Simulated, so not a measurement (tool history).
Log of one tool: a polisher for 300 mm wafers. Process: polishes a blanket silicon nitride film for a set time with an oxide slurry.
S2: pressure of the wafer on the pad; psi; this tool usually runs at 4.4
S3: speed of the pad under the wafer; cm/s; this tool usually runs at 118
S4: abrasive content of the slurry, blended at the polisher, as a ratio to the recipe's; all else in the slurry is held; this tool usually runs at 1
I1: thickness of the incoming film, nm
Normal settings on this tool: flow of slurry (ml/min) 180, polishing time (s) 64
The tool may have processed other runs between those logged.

Run 1, hour 0: usual settings; I1 548.8. Result: film removed (angstrom) 526.
At hour 73.3: worn pad replaced by a new one.
At hour 79.7: slurry nozzle cleaned.
At hour 92.3: slurry blender recalibrated.
Run 2, hour 94: usual settings; I1 546.6. Result: film removed (angstrom) 534.
At hour 192.7: conditioning disc replaced and pad reconditioned.
Run 3, hour 193.2: usual settings; I1 545.3. Result: film removed (angstrom) 535.
Run 4, hour 249.3: usual settings; I1 532.9. Result: film removed (angstrom) 531.
At hour 279.7: worn pad replaced by a new one.
Run 5, hour 357.3: usual settings; I1 540.7. Result: film removed (angstrom) 542.
At hour 425: slurry nozzle cleaned.
Run 6, hour 433.4: usual settings but flow of slurry (ml/min) 160; I1 548.2. Result: film removed (angstrom) 533.
At hour 443.2: conditioning disc replaced and pad reconditioned.
At hour 478.7: worn pad replaced by a new one.
At hour 483.9: slurry blender recalibrated.
Run 7, hour 530.9: usual settings but flow of slurry (ml/min) 150, S2 5 psi; I1 544.5. Result: film removed (angstrom) 585.
At hour 578.5: head pressure recalibrated.
Run 8, hour 624.8: usual settings but flow of slurry (ml/min) 150, S2 5 psi; I1 531.2. Result: film removed (angstrom) 535.
At hour 651.4: conditioning disc replaced and pad reconditioned.
Run 9, hour 706.8: usual settings but S2 3.3 psi, S3 134 cm/s; I1 538.8. Result: film removed (angstrom) 472.
At hour 741.8: worn pad replaced by a new one.
Run 10, hour 788.9: usual settings but S3 160 cm/s; I1 533.3. Result: film removed (angstrom) 619.
At hour 877.1: slurry nozzle cleaned.
At hour 877.5: slurry blender recalibrated.
Run 11, hour 878: usual settings but flow of slurry (ml/min) 130, S2 3.5 psi, polishing time (s) 84; I1 534.7. Result: film removed (angstrom) 559.
At hour 916.9: conditioning disc replaced and pad reconditioned.
Run 12, hour 917.4: usual settings but S2 3.1 psi, S3 156 cm/s, S4 0.8, polishing time (s) 51; I1 540.3. Result: film removed (angstrom) 348.
At hour 963: worn pad replaced by a new one.
Run 13, hour 963.5: usual settings but polishing time (s) 44; I1 539.6. Result: film removed (angstrom) 355.
Run 14, hour 1013.7: usual settings but flow of slurry (ml/min) 225, S2 3.2 psi; I1 536.1. Result: film removed (angstrom) 446.
Run 15, hour 1068.6: usual settings but S3 92 cm/s, polishing time (s) 70; I1 533. Result: film removed (angstrom) 491.
At hour 1161: worn pad replaced by a new one.
At hour 1162.7: conditioning disc replaced and pad reconditioned.
Run 16, hour 1163.2: usual settings; I1 542.9. Result: film removed (angstrom) 523.

Some steps in film removed (angstrom) between neighbouring runs. How much of each would the tool show without its hidden state too (settings, what came in, random variation), and how much is left for the hidden state, with any gauge scatter that isn't in both results?
The hidden state here: removal rate lost through wear of the pad, %; slurry flow missing at the pad, %; deviation of the head's pressure from its setpoint, %; abrasive missing from the slurry, %; time polished since the conditioner stopped cutting, s.
Run 7 -> 8: head pressure recalibrated. film removed (angstrom) -50: hidden state -41, all else -9.
Run 11 -> 12: flow of slurry (ml/min) 130 -> 180, S2 3.5 -> 3.1, S3 118 -> 156, S4 1 -> 0.8, polishing time (s) 84 -> 51, conditioning disc replaced and pad reconditioned. film removed (angstrom) -211: hidden state -1, all else -210.

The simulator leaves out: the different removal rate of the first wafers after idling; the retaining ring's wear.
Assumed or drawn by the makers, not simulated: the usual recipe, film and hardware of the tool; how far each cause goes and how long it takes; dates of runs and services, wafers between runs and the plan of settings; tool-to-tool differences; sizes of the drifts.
